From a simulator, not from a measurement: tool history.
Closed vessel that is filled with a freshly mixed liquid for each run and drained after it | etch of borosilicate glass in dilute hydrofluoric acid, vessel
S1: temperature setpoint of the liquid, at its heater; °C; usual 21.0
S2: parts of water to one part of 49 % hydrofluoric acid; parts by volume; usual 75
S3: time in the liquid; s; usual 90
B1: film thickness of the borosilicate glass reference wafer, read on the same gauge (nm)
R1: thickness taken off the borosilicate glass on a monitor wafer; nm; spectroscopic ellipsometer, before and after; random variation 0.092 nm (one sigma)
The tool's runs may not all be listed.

| run | hour | S1 | S2 | S3 | B1 | R1 |
|---|---|---|---|---|---|---|
| 1 | 0.0 | 21.0 | 75 | 90 | 39.99 | 29.76 |
| 2 | 10.8 | 21.0 | 75 | 90 | 40.00 | 29.72 |
| 3 | 22.3 | 21.0 | 75 | 90 | 39.99 | 29.63 |
| 4 | 39.1 | 21.0 | 60 | 90 | 40.00 | 38.02 |
| 5 | 53.1 | 21.0 | 100 | 125 | 40.00 | 29.90 |
| 6 | 60.5 | 21.0 | 100 | 125 | 40.00 | 29.78 |
| 7 | 75.6 | 21.0 | 100 | 125 | 40.01 | 29.94 |
|  | 90.8 | hydrofluoric acid flow meter replaced |
| 8 | 91.3 | 18.0 | 75 | 70 | 40.00 | 23.46 |
| 9 | 97.0 | 18.0 | 75 | 70 | 39.98 | 23.41 |
| 10 | 109.2 | 26.0 | 110 | 140 | 39.99 | 41.99 |
|  | 117.1 | thermometer replaced |
| 11 | 119.7 | 17.5 | 55 | 120 | 39.99 | 49.80 |
| 12 | 137.7 | 26.0 | 110 | 140 | 39.99 | 38.47 |
| 13 | 145.2 | 21.0 | 75 | 90 | 40.00 | 31.10 |
| 14 | 159.1 | 19.0 | 75 | 90 | 40.02 | 28.40 |
|  | 162.7 | gauge calibrated |
| 15 | 171.8 | 24.5 | 75 | 110 | 40.00 | 43.40 |
| 16 | 224.5 | 24.0 | 75 | 110 | 40.00 | 43.01 |
| 17 | 237.8 | 21.0 | 50 | 90 | 39.98 | 47.88 |
| 18 | 244.9 | 21.0 | 90 | 75 | 39.98 | 21.12 |

4 ways to go on from here, each from the tool as it stands after run 18. What would each give?
| A | 245.6 | 21.0 | 75 | 55 | ? | ? |
| B | 245.6 | 24.5 | 95 | 65 | ? | ? |
| C | 245.6 | 21.0 | 105 | 110 | ? | ? |
| D | 245.6 | 17.5 | 45 | 55 | ? | ? |

| run | B1 | R1 |
|---|---|---|
| A | 39.98 | 18.92 |
| B | 39.98 | 19.81 |
| C | 39.98 | 26.06 |
| D | 39.98 | 28.21 |
Without the tool's hidden state the same runs would have given:
| run | R1 |
|---|---|
| A | 19.36 |
| B | 20.31 |
| C | 26.71 |
| D | 28.80 |
